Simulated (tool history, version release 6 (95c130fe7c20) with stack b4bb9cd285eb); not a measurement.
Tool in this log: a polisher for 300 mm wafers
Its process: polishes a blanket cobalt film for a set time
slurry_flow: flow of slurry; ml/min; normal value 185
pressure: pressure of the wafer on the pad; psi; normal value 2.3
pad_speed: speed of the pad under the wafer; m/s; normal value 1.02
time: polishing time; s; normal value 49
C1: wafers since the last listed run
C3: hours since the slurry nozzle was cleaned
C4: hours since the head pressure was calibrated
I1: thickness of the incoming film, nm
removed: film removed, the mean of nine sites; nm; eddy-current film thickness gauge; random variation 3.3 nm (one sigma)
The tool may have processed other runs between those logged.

Run 1, hour 0: usual settings; C1 0; wafers polished on this pad 1194; C3 33.9; C4 844.7; I1 847.2. Result: removed 283.7 nm.
At hour 14.4: worn pad replaced by a new one.
Run 2, hour 20.3: usual settings; C1 195; wafers polished on this pad 70; C3 54.2; C4 865; I1 830.1. Result: removed 288.1 nm.
Run 3, hour 38.8: usual settings but pressure 2 psi; C1 221; wafers polished on this pad 292; C3 72.7; C4 883.5; I1 837.2. Result: removed 246.5 nm.
Run 4, hour 52.5: usual settings; C1 164; wafers polished on this pad 456; C3 86.4; C4 897.2; I1 830.1. Result: removed 287.7 nm.
Run 5, hour 86.5: usual settings; C1 407; wafers polished on this pad 864; C3 120.4; C4 931.2; I1 834.5. Result: removed 279.5 nm.
At hour 110.8: worn pad replaced by a new one.
Run 6, hour 111.3: usual settings but pad_speed 1.22 m/s, time 55 s; C1 249; wafers polished on this pad 6; C3 145.2; C4 956; I1 837.1. Result: removed 363.2 nm.
Run 7, hour 132.6: usual settings but slurry_flow 225 ml/min, pad_speed 1.16 m/s; C1 255; wafers polished on this pad 261; C3 166.5; C4 977.3; I1 841.7. Result: removed 313.6 nm.
Run 8, hour 162.9: usual settings; C1 363; wafers polished on this pad 624; C3 196.8; C4 1007.6; I1 828.6. Result: removed 278.1 nm.
Run 9, hour 192.2: usual settings; C1 351; wafers polished on this pad 976; C3 226.1; C4 1036.9; I1 831.9. Result: removed 269.8 nm.
Run 10, hour 206.2: usual settings; C1 167; wafers polished on this pad 1144; C3 240.1; C4 1050.9; I1 829. Result: removed 275.7 nm.
At hour 221.6: worn pad replaced by a new one.
At hour 242.6: head pressure recalibrated.
Run 11, hour 278.1: usual settings but pressure 3 psi; C1 790; wafers polished on this pad 653; C3 312; C4 35.5; I1 825.2. Result: removed 407.7 nm.
Run 12, hour 302.2: usual settings but pad_speed 1.26 m/s, time 54 s; C1 289; wafers polished on this pad 942; C3 336.1; C4 59.6; I1 837. Result: removed 403.6 nm.
At hour 327.2: worn pad replaced by a new one.
At hour 330.8: slurry nozzle cleaned.
Run 13, hour 333.1: usual settings but time 61 s; C1 310; wafers polished on this pad 58; C3 2.3; C4 90.5; I1 837.3. Result: removed 388.3 nm.
Run 14, hour 386.2: usual settings but slurry_flow 245 ml/min, pressure 2 psi; C1 636; wafers polished on this pad 695; C3 55.4; C4 143.6; I1 842.5. Result: removed 275.1 nm.
Run 15, hour 409.5: usual settings; C1 279; wafers polished on this pad 975; C3 78.7; C4 166.9; I1 839.3. Result: removed 304.4 nm.

For run 16, what comes out?
At hour 430.8: worn pad replaced by a new one.
Run 16, hour 438.9: usual settings but slurry_flow 215 ml/min, pressure 2.9 psi, pad_speed 1.34 m/s, time 60 s; C1 304; wafers polished on this pad 96; C3 108.1; C4 196.3; I1 836.1. Result: removed ?.

{"run 16": {"removed": 615}}
If the tool had no hidden condition, the same run with the same run-to-run variation would have returned removed 625.4 nm.

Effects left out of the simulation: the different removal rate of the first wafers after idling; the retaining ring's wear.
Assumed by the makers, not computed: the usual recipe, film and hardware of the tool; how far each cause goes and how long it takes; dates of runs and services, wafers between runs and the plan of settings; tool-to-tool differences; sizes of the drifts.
